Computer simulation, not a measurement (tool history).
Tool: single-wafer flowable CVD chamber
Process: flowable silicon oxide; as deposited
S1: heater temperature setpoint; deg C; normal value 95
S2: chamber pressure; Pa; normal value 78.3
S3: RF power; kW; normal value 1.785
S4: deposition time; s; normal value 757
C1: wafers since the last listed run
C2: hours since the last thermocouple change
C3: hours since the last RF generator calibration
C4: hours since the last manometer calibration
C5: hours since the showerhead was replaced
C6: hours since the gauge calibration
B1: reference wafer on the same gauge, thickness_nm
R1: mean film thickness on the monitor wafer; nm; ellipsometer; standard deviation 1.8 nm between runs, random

run,hour,S1,S2,S3,S4,C1,C2,C3,C4,C5,C6,B1,R1
1,0.0,101,78.3,1.785,757,0,2039.2,1055.0,1685.9,4296.4,209.2,271.617,282.536
2,28.5,101,78.3,1.785,757,52,2067.7,1083.5,1714.4,4324.9,237.7,271.926,286.764
3,243.2,95,78.3,1.785,720,395,2282.4,1298.2,1929.1,4539.6,452.4,272.995,324.504
# hour 295.0: gauge calibrated
4,302.7,95,78.3,1.785,720,109,2341.9,1357.7,1988.6,4599.1,7.7,267.549,316.020
# hour 335.4: capacitance manometer re-zeroed and calibrated
5,337.7,89,78.3,1.785,757,49,2376.9,1392.7,2.3,4634.1,42.7,269.129,397.936
# hour 347.5: thermocouple changed; heater temperature recalibrated
6,364.0,89,78.3,1.785,757,33,16.5,1419.0,28.6,4660.4,69.0,269.864,402.014
# hour 392.1: RF generator calibrated
7,406.2,89,78.3,1.785,757,62,58.7,14.1,70.8,4702.6,111.2,270.836,398.660
8,451.5,82,88.5,1.785,682,83,104.0,59.4,116.1,4747.9,156.5,270.449,491.127
9,482.5,95,73.3,1.785,832,57,135.0,90.4,147.1,4778.9,187.5,271.487,349.832
10,572.8,95,78.3,1.785,757,166,225.3,180.7,237.4,4869.2,277.8,272.469,341.251
# hour 586.1: showerhead replaced
11,639.2,95,78.3,1.785,828,107,291.7,247.1,303.8,53.1,344.2,273.111,374.226
12,704.3,91,78.3,1.785,757,119,356.8,312.2,368.9,118.2,409.3,272.571,380.233
13,772.5,84,68.1,1.785,714,125,425.0,380.4,437.1,186.4,477.5,273.897,380.271
14,826.9,95,78.3,2.135,883,100,479.4,434.8,491.5,240.8,531.9,274.026,409.194

Predict each of these 5 candidate next runs independently; none follows another, all start after run 14:
A,827.5,95,78.3,1.785,757,1,480.0,435.4,492.1,241.4,532.5,?,?
B,827.5,89,70.1,1.785,757,1,480.0,435.4,492.1,241.4,532.5,?,?
C,827.5,89,59.7,1.460,797,1,480.0,435.4,492.1,241.4,532.5,?,?
D,827.5,95,78.3,1.605,757,1,480.0,435.4,492.1,241.4,532.5,?,?
E,827.5,95,78.3,1.785,632,1,480.0,435.4,492.1,241.4,532.5,?,?

run,B1,R1
A,273.572,341.201
B,273.572,365.307
C,273.572,314.894
D,273.572,332.887
E,273.572,284.860
Without the tool's hidden state the same runs would have given:
run,R1
A,333.892
B,357.482
C,308.149
D,325.757
E,278.758
